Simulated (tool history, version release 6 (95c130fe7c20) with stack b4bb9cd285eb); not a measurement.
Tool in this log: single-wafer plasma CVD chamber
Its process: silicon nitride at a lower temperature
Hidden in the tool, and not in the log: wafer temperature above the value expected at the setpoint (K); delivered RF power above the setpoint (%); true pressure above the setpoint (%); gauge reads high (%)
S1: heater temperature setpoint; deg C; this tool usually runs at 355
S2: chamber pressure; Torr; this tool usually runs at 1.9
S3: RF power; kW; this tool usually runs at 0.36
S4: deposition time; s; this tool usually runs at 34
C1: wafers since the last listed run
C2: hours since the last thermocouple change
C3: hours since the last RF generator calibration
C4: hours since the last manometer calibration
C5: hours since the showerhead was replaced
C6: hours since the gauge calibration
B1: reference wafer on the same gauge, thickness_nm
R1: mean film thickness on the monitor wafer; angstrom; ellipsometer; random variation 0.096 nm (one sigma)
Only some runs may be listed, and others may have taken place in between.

Run 1, hour 0: usual settings but S1 358 deg C, S3 0.4 kW; C1 0; C2 2571.2; C3 2050.5; C4 2474.9; C5 2225.5; C6 13.5; B1 38.282. Result: R1 491.71 angstrom.
Run 2, hour 17.9: usual settings; C1 471; C2 2589.1; C3 2068.4; C4 2492.8; C5 2243.4; C6 31.4; B1 38.288. Result: R1 443.65 angstrom.
Run 3, hour 29.3: usual settings; C1 300; C2 2600.5; C3 2079.8; C4 2504.2; C5 2254.8; C6 42.8; B1 38.291. Result: R1 442.75 angstrom.
Run 4, hour 37.1: usual settings; C1 205; C2 2608.3; C3 2087.6; C4 2512; C5 2262.6; C6 50.6; B1 38.302. Result: R1 442.89 angstrom.
Run 5, hour 48.5: usual settings; C1 300; C2 2619.7; C3 2099; C4 2523.4; C5 2274; C6 62; B1 38.314. Result: R1 442.67 angstrom.
Run 6, hour 64.7: usual settings but S4 31.5 s; C1 427; C2 2635.9; C3 2115.2; C4 2539.6; C5 2290.2; C6 78.2; B1 38.309. Result: R1 409 angstrom.
Run 7, hour 75.8: usual settings but S4 31.5 s; C1 292; C2 2647; C3 2126.3; C4 2550.7; C5 2301.3; C6 89.3; B1 38.3. Result: R1 410.47 angstrom.
Run 8, hour 84: usual settings; C1 216; C2 2655.2; C3 2134.5; C4 2558.9; C5 2309.5; C6 97.5; B1 38.311. Result: R1 440.92 angstrom.
Run 9, hour 107.9: usual settings; C1 630; C2 2679.1; C3 2158.4; C4 2582.8; C5 2333.4; C6 121.4; B1 38.264. Result: R1 441.41 angstrom.
Run 10, hour 123: usual settings; C1 398; C2 2694.2; C3 2173.5; C4 2597.9; C5 2348.5; C6 136.5; B1 38.294. Result: R1 440.66 angstrom.
Run 11, hour 135.8: usual settings; C1 337; C2 2707; C3 2186.3; C4 2610.7; C5 2361.3; C6 149.3; B1 38.305. Result: R1 439.56 angstrom.
At hour 158.3: RF generator calibrated.
Run 12, hour 158.8: usual settings but S3 0.345 kW; C1 395; C2 2730; C3 0.5; C4 2633.7; C5 2384.3; C6 172.3; B1 38.308. Result: R1 457.6 angstrom.
Run 13, hour 162.3: usual settings but S3 0.345 kW; C1 92; C2 2733.5; C3 4; C4 2637.2; C5 2387.8; C6 175.8; B1 38.304. Result: R1 457.37 angstrom.
At hour 175.8: capacitance manometer re-zeroed and calibrated.
Run 14, hour 176.3: usual settings but S3 0.345 kW; C1 158; C2 2747.5; C3 18; C4 0.5; C5 2401.8; C6 189.8; B1 38.335. Result: R1 457.13 angstrom.
At hour 193.4: showerhead replaced.
Run 15, hour 193.9: usual settings; C1 253; C2 2765.1; C3 35.6; C4 18.1; C5 0.5; C6 207.4; B1 38.315. Result: R1 477.75 angstrom.
Run 16, hour 200.4: usual settings; C1 171; C2 2771.6; C3 42.1; C4 24.6; C5 7; C6 213.9; B1 38.297. Result: R1 477.66 angstrom.
At hour 200.6: gauge calibrated.
Run 17, hour 214.6: usual settings but S3 0.3 kW, S4 30.8 s; C1 374; C2 2785.8; C3 56.3; C4 38.8; C5 21.2; C6 14; B1 38.318. Result: R1 355.54 angstrom.
Run 18, hour 225.6: usual settings but S4 29.6 s; C1 290; C2 2796.8; C3 67.3; C4 49.8; C5 32.2; C6 25; B1 38.277. Result: R1 415.55 angstrom.
Run 19, hour 242.8: usual settings; C1 453; C2 2814; C3 84.5; C4 67; C5 49.4; C6 42.2; B1 38.314. Result: R1 477.85 angstrom.
Run 20, hour 256.6: usual settings but S1 341 deg C, S2 2.2 Torr; C1 363; C2 2827.8; C3 98.3; C4 80.8; C5 63.2; C6 56; B1 38.31. Result: R1 496.35 angstrom.
Run 21, hour 267.9: usual settings; C1 297; C2 2839.1; C3 109.6; C4 92.1; C5 74.5; C6 67.3; B1 38.32. Result: R1 478.41 angstrom.
Run 22, hour 280.8: usual settings but S1 347 deg C, S2 2.23 Torr, S3 0.29 kW, S4 37.1 s; C1 340; C2 2852; C3 122.5; C4 105; C5 87.4; C6 80.2; B1 38.326. Result: R1 426.46 angstrom.
At hour 301.3: thermocouple changed; heater temperature recalibrated.
Run 23, hour 301.8: usual settings; C1 342; C2 0.5; C3 143.5; C4 126; C5 108.4; C6 101.2; B1 38.289. Result: R1 476.5 angstrom.
Run 24, hour 302.1: usual settings but S4 37.2 s; C1 7; C2 0.8; C3 143.8; C4 126.3; C5 108.7; C6 101.5; B1 38.279. Result: R1 522.06 angstrom.
Run 25, hour 312.6: usual settings but S2 2.18 Torr, S3 0.3 kW, S4 31.6 s; C1 276; C2 11.3; C3 154.3; C4 136.8; C5 119.2; C6 112; B1 38.312. Result: R1 377.43 angstrom.
Run 26, hour 330.5: usual settings but S1 364 deg C, S2 1.62 Torr; C1 471; C2 29.2; C3 172.2; C4 154.7; C5 137.1; C6 129.9; B1 38.291. Result: R1 457.92 angstrom.
Run 27, hour 340.5: usual settings but S2 2.25 Torr, S4 31.8 s; C1 263; C2 39.2; C3 182.2; C4 164.7; C5 147.1; C6 139.9; B1 38.294. Result: R1 463.55 angstrom.
Run 28, hour 355.6: usual settings; C1 398; C2 54.3; C3 197.3; C4 179.8; C5 162.2; C6 155; B1 38.321. Result: R1 477.13 angstrom.
Run 29, hour 383.3: usual settings but S2 1.56 Torr; C1 730; C2 82; C3 225; C4 207.5; C5 189.9; C6 182.7; B1 38.322. Result: R1 454.98 angstrom.

Had the tool no unlogged condition, and each run kept its random variation, what would the results have been?
run      R1
  1  527.27
  2   478.2
  3  477.63
  4  478.07
  5  478.24
  6  442.42
  7   444.4
  8  477.66
  9  479.09
 10  478.85
 11  478.15
 12  458.51
 13  458.28
 14  458.04
 15  478.71
 16  478.62
 17  356.34
 18  416.41
 19  478.86
 20  497.41
 21  479.45
 22  427.51
 23   477.6
 24  523.27
 25  378.41
 26  459.04
 27  464.71
 28  478.36
 29  456.25
